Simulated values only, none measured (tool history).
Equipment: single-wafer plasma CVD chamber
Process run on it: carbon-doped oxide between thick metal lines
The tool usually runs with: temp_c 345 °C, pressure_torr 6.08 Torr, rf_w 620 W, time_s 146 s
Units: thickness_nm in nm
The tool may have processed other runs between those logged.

run     day  temp_c  pressure_torr  rf_w  time_s  read-back reference wafer on the same gauge, thickness_nm  thickness_nm
  1       0     345           6.08   620     146                                                    734.951       816.641
  2   0.675     345           6.08   620     146                                                    735.012       819.536
  3    1.25     345           6.08   620     146                                                     734.99       818.228
  4   2.038     345           6.08   620     146                                                    734.855       816.344
  5   4.029     345           6.08   620     165                                                    735.193       925.375
  6   4.742     345           6.08   645     146                                                    734.939       830.116
  7   5.304     345           6.08   645     146                                                    734.927       831.957
  8   6.038     345           6.08   645     146                                                    735.357       827.243
  9   7.317     345           5.05   620     146                                                    735.158        784.15
      8.908  -- thermocouple changed; heater temperature recalibrated
 10   8.929     345           5.05   620     146                                                    734.981       785.047
 11   9.225     345           6.08   620     146                                                    735.134       817.165
      9.542  -- gauge calibrated
     10.442  -- capacitance manometer re-zeroed and calibrated
 12  10.462     345           6.08   620     146                                                    734.885       826.117
 13  11.354     340           6.08   620     146                                                    734.876       836.242
 14  12.012     358           6.08   655     146                                                    735.518       816.917
 15  13.879     345           6.08   620     146                                                     735.05       823.744
 16  14.938     356           7.39   620     174                                                    735.128       975.159
     16.308  -- RF generator calibrated
     16.508  -- showerhead replaced
 17  17.312     351           6.08   620     165                                                     734.92       943.343
 18  21.771     345           6.08   620     146                                                    735.151       842.662
 19  22.554     330           7.43   620     146                                                    735.037       899.342
 20  23.592     345           6.08   620     146                                                    734.971       839.264
 21  24.304     345           6.08   620     146                                                    735.443        838.36
 22    25.6     345           6.08   575     146                                                    734.829       814.136
 23  26.196     345           6.08   620     146                                                    734.912       837.231
 24  27.412     345           7.15   620     146                                                    735.263       854.951
 25  28.304     345           6.08   620     118                                                    734.921       675.033
 26  29.633     345           7.32   570     146                                                    734.886       828.153
 27  30.908     337           6.49   560     128                                                    734.635       724.792
 28  31.754     336           6.08   525     146                                                    735.103       795.909
 29  33.342     345           6.08   645     146                                                    734.991       844.962

Forecast each of these 3 alternatives for the next run:
  A  33.358     345           5.45   620     146                                                          ?             ?
  B  33.358     331           7.59   620     136                                                          ?             ?
  C  33.358     358           7.34   580     138                                                          ?             ?

run  read-back reference wafer on the same gauge, thickness_nm  thickness_nm
  A                                                    735.008       812.028
  B                                                    735.008       826.568
  C                                                    735.008       759.991
Without the tool's hidden state the same runs would have given:
run  thickness_nm
  A       839.544
  B       848.808
  C       780.561
